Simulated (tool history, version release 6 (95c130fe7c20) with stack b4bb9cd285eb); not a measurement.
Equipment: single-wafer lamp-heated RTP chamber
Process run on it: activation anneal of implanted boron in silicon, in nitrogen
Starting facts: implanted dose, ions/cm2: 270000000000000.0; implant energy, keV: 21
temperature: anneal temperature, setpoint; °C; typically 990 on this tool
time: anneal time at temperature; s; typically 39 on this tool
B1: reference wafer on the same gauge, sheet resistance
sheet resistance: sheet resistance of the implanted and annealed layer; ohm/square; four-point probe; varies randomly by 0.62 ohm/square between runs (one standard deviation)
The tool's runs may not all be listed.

Run 1, hour 0: usual settings but temperature 1003 °C; B1 331.05. Result: sheet resistance 336.95 ohm/square.
Run 2, hour 31.2: usual settings; B1 330.94. Result: sheet resistance 339.88 ohm/square.
Run 3, hour 54.7: usual settings; B1 331.01. Result: sheet resistance 340.03 ohm/square.
Run 4, hour 71.8: usual settings; B1 331.16. Result: sheet resistance 339.29 ohm/square.
Run 5, hour 87.8: usual settings but time 32 s; B1 331.15. Result: sheet resistance 341.18 ohm/square.
Run 6, hour 102.7: usual settings but time 32 s; B1 330.83. Result: sheet resistance 339.73 ohm/square.
Run 7, hour 133.3: usual settings; B1 330.77. Result: sheet resistance 338.24 ohm/square.
Run 8, hour 146.6: usual settings; B1 331.36. Result: sheet resistance 338.49 ohm/square.
Run 9, hour 181: usual settings; B1 330.95. Result: sheet resistance 340.12 ohm/square.
Run 10, hour 211.7: usual settings but time 51 s; B1 330.91. Result: sheet resistance 338.17 ohm/square.
Run 11, hour 240: usual settings but time 51 s; B1 331.09. Result: sheet resistance 338.08 ohm/square.
Run 12, hour 253.3: usual settings but time 51 s; B1 330.65. Result: sheet resistance 338.28 ohm/square.
Run 13, hour 303.4: usual settings but temperature 1013 °C, time 29 s; B1 331.24. Result: sheet resistance 336.95 ohm/square.
Run 14, hour 327.6: usual settings but temperature 1013 °C, time 29 s; B1 331.24. Result: sheet resistance 336.83 ohm/square.
Run 15, hour 340.8: usual settings but temperature 1014 °C; B1 331.25. Result: sheet resistance 335.69 ohm/square.
Run 16, hour 354: usual settings but temperature 1014 °C; B1 331. Result: sheet resistance 335.16 ohm/square.
Run 17, hour 379.3: usual settings; B1 330.95. Result: sheet resistance 337.49 ohm/square.
Run 18, hour 412.7: usual settings but time 59 s; B1 331.11. Result: sheet resistance 336.38 ohm/square.
Run 19, hour 448.6: usual settings; B1 331.16. Result: sheet resistance 338.15 ohm/square.
Run 20, hour 466.7: usual settings but temperature 1013 °C, time 29 s; B1 331.19. Result: sheet resistance 336.26 ohm/square.
At hour 497: pyrometer window cleaned and pyrometer calibrated.
Run 21, hour 497.5: usual settings but temperature 1002 °C, time 50 s; B1 331.18. Result: sheet resistance 337.6 ohm/square.
Run 22, hour 511.9: usual settings but time 26 s; B1 331.09. Result: sheet resistance 340.68 ohm/square.
Run 23, hour 540.2: usual settings but temperature 1008 °C; B1 330.96. Result: sheet resistance 337.11 ohm/square.
At hour 564.7: reflector plate cleaned.
Run 24, hour 565.2: usual settings but temperature 1010 °C, time 32 s; B1 331.23. Result: sheet resistance 338.97 ohm/square.
At hour 585.2: gauge calibrated.
Run 25, hour 593.2: usual settings but temperature 1018 °C, time 61 s; B1 331.07. Result: sheet resistance 335.68 ohm/square.
Run 26, hour 606.5: usual settings; B1 330.88. Result: sheet resistance 342.84 ohm/square.
Run 27, hour 629.3: usual settings but temperature 1000 °C, time 60 s; B1 330.98. Result: sheet resistance 338.06 ohm/square.
Run 28, hour 677.3: usual settings; B1 331.04. Result: sheet resistance 342.03 ohm/square.
Run 29, hour 763.6: usual settings; B1 331.31. Result: sheet resistance 341.41 ohm/square.
Run 30, hour 783.3: usual settings but time 25 s; B1 330.86. Result: sheet resistance 342.77 ohm/square.
Run 31, hour 799.5: usual settings but temperature 974 °C, time 51 s; B1 330.97. Result: sheet resistance 347.05 ohm/square.
Run 32, hour 823.1: usual settings but time 47 s; B1 330.87. Result: sheet resistance 340.53 ohm/square.
Run 33, hour 856.4: usual settings but time 33 s; B1 330.99. Result: sheet resistance 340.36 ohm/square.
Run 34, hour 876.9: usual settings but temperature 1012 °C, time 61 s; B1 331.13. Result: sheet resistance 335.85 ohm/square.
Run 35, hour 905.9: usual settings but temperature 980 °C, time 61 s; B1 330.79. Result: sheet resistance 340.94 ohm/square.
Run 36, hour 920.2: usual settings; B1 331. Result: sheet resistance 339.37 ohm/square.
Run 37, hour 947.6: usual settings but temperature 965 °C, time 55 s; B1 330.95. Result: sheet resistance 349.75 ohm/square.

What if the next run were any one of these 4? Each begins from the tool's condition after run 37:
Run A, hour 948: usual settings; B1 ?. Result: sheet resistance ?.
Run B, hour 948: usual settings but temperature 970 °C; B1 ?. Result: sheet resistance ?.
Run C, hour 948: usual settings but temperature 1006 °C, time 62 s; B1 ?. Result: sheet resistance ?.
Run D, hour 948: usual settings but time 52 s; B1 ?. Result: sheet resistance ?.

run      B1  sheet resistance
  A  330.88            339.68
  B  330.88            348.88
  C  330.88            335.51
  D  330.88            338.71
Had the tool no hidden state, the same runs would have come out as:
run  sheet resistance
  A            343.65
  B            359.33
  C            337.07
  D            342.35
